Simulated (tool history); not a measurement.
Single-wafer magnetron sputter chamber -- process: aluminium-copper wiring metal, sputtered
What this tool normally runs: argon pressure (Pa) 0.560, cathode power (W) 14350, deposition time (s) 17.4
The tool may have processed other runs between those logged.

run,hour,argon pressure (Pa),cathode power (W),deposition time (s),wafers since the last listed run,wafers on the sputter target,hours since the last manometer calibration,hours since the magnet pack was replaced,hours since the gauge calibration,"read-back reference wafer on the same gauge, thickness_nm",mean film thickness on the monitor wafer (angstrom)
1,0.0,0.560,14350,19.1,0,4029,1464.3,3791.3,319.0,376.130,4246.31
2,43.0,0.560,14350,17.4,740,4770,1507.3,3834.3,362.0,376.371,3881.35
3,82.6,0.560,14350,17.4,682,5452,1546.9,3873.9,401.6,376.215,3876.71
4,143.3,0.660,13100,17.4,1045,6498,1607.6,3934.6,462.3,375.449,3389.89
5,246.4,0.660,13100,17.4,1776,8274,1710.7,4037.7,565.4,375.490,3370.09
# hour 268.2: capacitance manometer re-zeroed and calibrated
# hour 271.4: sputter target and shields replaced
6,309.2,0.560,14350,17.4,887,650,41.0,4100.5,628.2,375.259,3910.86
7,375.4,0.399,14350,17.4,1140,1791,107.2,4166.7,694.4,375.592,4482.35
8,438.1,0.399,14350,17.4,1080,2871,169.9,4229.4,757.1,376.503,4426.87
9,499.6,0.560,14350,17.4,1059,3930,231.4,4290.9,818.6,376.329,3916.34
10,568.0,0.560,14350,17.4,1178,5109,299.8,4359.3,887.0,375.834,3876.51
11,669.1,0.560,14350,17.4,1741,6850,400.9,4460.4,988.1,375.743,3864.12
# hour 679.2: sputter target and shields replaced
12,760.2,0.560,14350,17.4,1431,1395,492.0,4551.5,1079.2,375.686,3713.67
13,808.1,0.560,14350,17.4,825,2221,539.9,4599.4,1127.1,375.554,3683.19
14,865.4,0.560,14350,17.4,987,3208,597.2,4656.7,1184.4,375.957,3712.81
15,908.4,0.560,14350,17.4,740,3949,640.2,4699.7,1227.4,375.211,3706.08
16,1007.6,0.726,14350,17.4,1708,5658,739.4,4798.9,1326.6,375.476,3220.30
# hour 1121.9: sputter target and shields replaced, repeated, since the last time left the tool worse
17,1150.5,0.726,14350,17.4,2324,492,882.3,4941.8,1469.5,375.379,3478.40
18,1237.9,0.493,11600,17.4,1505,1998,969.7,5029.2,1556.9,376.566,3624.24
19,1320.5,0.560,14350,15.1,1423,3421,1052.3,5111.8,1639.5,376.263,3364.74
20,1361.3,0.373,14350,17.4,702,4124,1093.1,5152.6,1680.3,375.045,4480.25
21,1462.3,0.425,13300,20.7,1739,5864,1194.1,5253.6,1781.3,376.360,4888.92
# hour 1495.2: magnet pack replaced
22,1532.2,0.560,14350,17.4,1066,6930,1264.0,37.0,1851.2,376.557,3833.42
# hour 1603.4: sputter target and shields replaced
23,1603.7,0.691,14350,17.4,1093,5,1335.5,108.5,1922.7,376.404,3578.40
24,1694.8,0.560,12900,19.1,1569,1575,1426.6,199.6,2013.8,375.238,3963.83
25,1777.8,0.560,14350,17.4,1429,3005,1509.6,282.6,2096.8,376.287,3889.68
26,1835.5,0.640,17150,15.1,994,3999,1567.3,340.3,2154.5,376.475,3578.23
# hour 1844.4: capacitance manometer re-zeroed and calibrated
# hour 1861.2: gauge calibrated
27,1886.3,0.714,14350,17.4,737,4736,41.9,391.1,25.1,376.031,3407.87
28,1932.5,0.560,14350,17.4,795,5532,88.1,437.3,71.3,376.296,3874.11
29,1989.4,0.672,14350,17.4,980,6512,145.0,494.2,128.2,374.989,3545.37
# hour 2051.7: sputter target and shields replaced
30,2096.0,0.560,16600,17.4,1698,763,251.6,600.8,234.8,376.741,4319.03
31,2160.2,0.560,14350,17.4,1106,1869,315.8,665.0,299.0,375.504,3928.20
32,2253.7,0.560,14350,17.4,1610,3480,409.3,758.5,392.5,375.523,3852.58
33,2339.3,0.560,14350,17.4,1474,4955,494.9,844.1,478.1,375.639,3881.70
34,2396.7,0.378,12100,16.3,988,5944,552.3,901.5,535.5,375.876,3794.57

Describe how what the log doesn't record of the tool's condition differs between the last listed run preceding each entry between runs and the first listed run following it.
In the gap between runs 5 and 6: capacitance manometer re-zeroed and calibrated (hour 268.2); sputter target and shields replaced (hour 271.4)
  deposition rate above that of a new target (%): -3.41 -> -1.09
  the result without the hidden state subtracted from the measured one, mean film thickness on the monitor wafer (angstrom): -118.82 -> -43.10
In the gap between runs 11 and 12: sputter target and shields replaced (hour 679.2)
  deposition rate above that of a new target (%): -3.46 -> -7.08
  the result without the hidden state subtracted from the measured one, mean film thickness on the monitor wafer (angstrom): -138.49 -> -282.79
In the gap between runs 16 and 17: sputter target and shields replaced, repeated, since the last time left the tool worse (hour 1121.9)
  deposition rate above that of a new target (%): -8.67 -> -1.01
  the result without the hidden state subtracted from the measured one, mean film thickness on the monitor wafer (angstrom): -305.58 -> -35.54
In the gap between runs 21 and 22: magnet pack replaced (hour 1495.2)
  deposition rate above that of a new target (%): -3.42 -> -3.56
  the result without the hidden state subtracted from the measured one, mean film thickness on the monitor wafer (angstrom): -173.02 -> -141.47
In the gap between runs 22 and 23: sputter target and shields replaced (hour 1603.4)
  deposition rate above that of a new target (%): -3.56 -> -0.86
  the result without the hidden state subtracted from the measured one, mean film thickness on the monitor wafer (angstrom): -141.47 -> -31.04
In the gap between runs 26 and 27: capacitance manometer re-zeroed and calibrated (hour 1844.4); gauge calibrated (hour 1861.2)
  deposition rate above that of a new target (%): -3.42 -> -3.64
  the result without the hidden state subtracted from the measured one, mean film thickness on the monitor wafer (angstrom): -126.82 -> -128.60
In the gap between runs 29 and 30: sputter target and shields replaced (hour 2051.7)
  deposition rate above that of a new target (%): -3.91 -> -1.21
  the result without the hidden state subtracted from the measured one, mean film thickness on the monitor wafer (angstrom): -144.18 -> -52.95
